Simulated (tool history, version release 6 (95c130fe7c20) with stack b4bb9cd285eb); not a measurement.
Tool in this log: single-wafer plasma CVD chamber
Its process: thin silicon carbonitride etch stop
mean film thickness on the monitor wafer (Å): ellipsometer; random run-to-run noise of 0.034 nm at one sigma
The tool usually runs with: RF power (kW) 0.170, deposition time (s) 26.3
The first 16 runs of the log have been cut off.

| run | hour | RF power (kW) | deposition time (s) | read-back reference wafer on the same gauge, thickness_nm | mean film thickness on the monitor wafer (Å) |
|---|---|---|---|---|---|
| 17 | 1378.6 | 0.200 | 28.3 | 13.788 | 165.42 |
|  | 1431.6 | showerhead replaced |
| 18 | 1438.6 | 0.170 | 26.3 | 13.795 | 146.80 |
| 19 | 1513.3 | 0.190 | 26.3 | 13.789 | 151.60 |
| 20 | 1563.5 | 0.190 | 23.6 | 13.784 | 135.68 |
| 21 | 1628.5 | 0.155 | 25.0 | 13.785 | 136.55 |
| 22 | 1726.0 | 0.170 | 26.3 | 13.771 | 146.80 |
| 23 | 1816.5 | 0.160 | 30.1 | 13.776 | 166.41 |
| 24 | 1892.5 | 0.200 | 26.3 | 13.749 | 153.26 |
| 25 | 1986.9 | 0.135 | 26.3 | 13.756 | 138.33 |
| 26 | 2030.4 | 0.145 | 23.8 | 13.750 | 128.10 |
| 27 | 2320.3 | 0.155 | 27.9 | 13.731 | 151.74 |
| 28 | 2414.4 | 0.170 | 26.3 | 13.716 | 146.48 |
| 29 | 2517.8 | 0.200 | 28.8 | 13.723 | 166.92 |
| 30 | 2597.5 | 0.200 | 27.9 | 13.716 | 161.37 |
| 31 | 2647.6 | 0.180 | 28.5 | 13.714 | 161.02 |
| 32 | 2699.9 | 0.190 | 22.7 | 13.701 | 129.92 |
| 33 | 2757.9 | 0.170 | 26.3 | 13.704 | 146.70 |
| 34 | 2801.6 | 0.145 | 27.9 | 13.695 | 148.63 |
| 35 | 3037.2 | 0.185 | 24.2 | 13.681 | 136.81 |
| 36 | 3116.6 | 0.190 | 22.4 | 13.674 | 128.33 |

Below are 3 alternative next runs, each starting from the tool's condition after run 36. Predict each:
| A | 3117.0 | 0.170 | 26.3 | ? | ? |
| B | 3117.0 | 0.145 | 26.3 | ? | ? |
| C | 3117.0 | 0.170 | 29.4 | ? | ? |

| run | read-back reference wafer on the same gauge, thickness_nm | mean film thickness on the monitor wafer (Å) |
|---|---|---|
| A | 13.676 | 146.40 |
| B | 13.676 | 140.58 |
| C | 13.676 | 163.65 |
With the hidden condition removed and each run's random variation left untouched, the same runs would have given:
| run | mean film thickness on the monitor wafer (Å) |
|---|---|
| A | 147.74 |
| B | 141.87 |
| C | 165.16 |
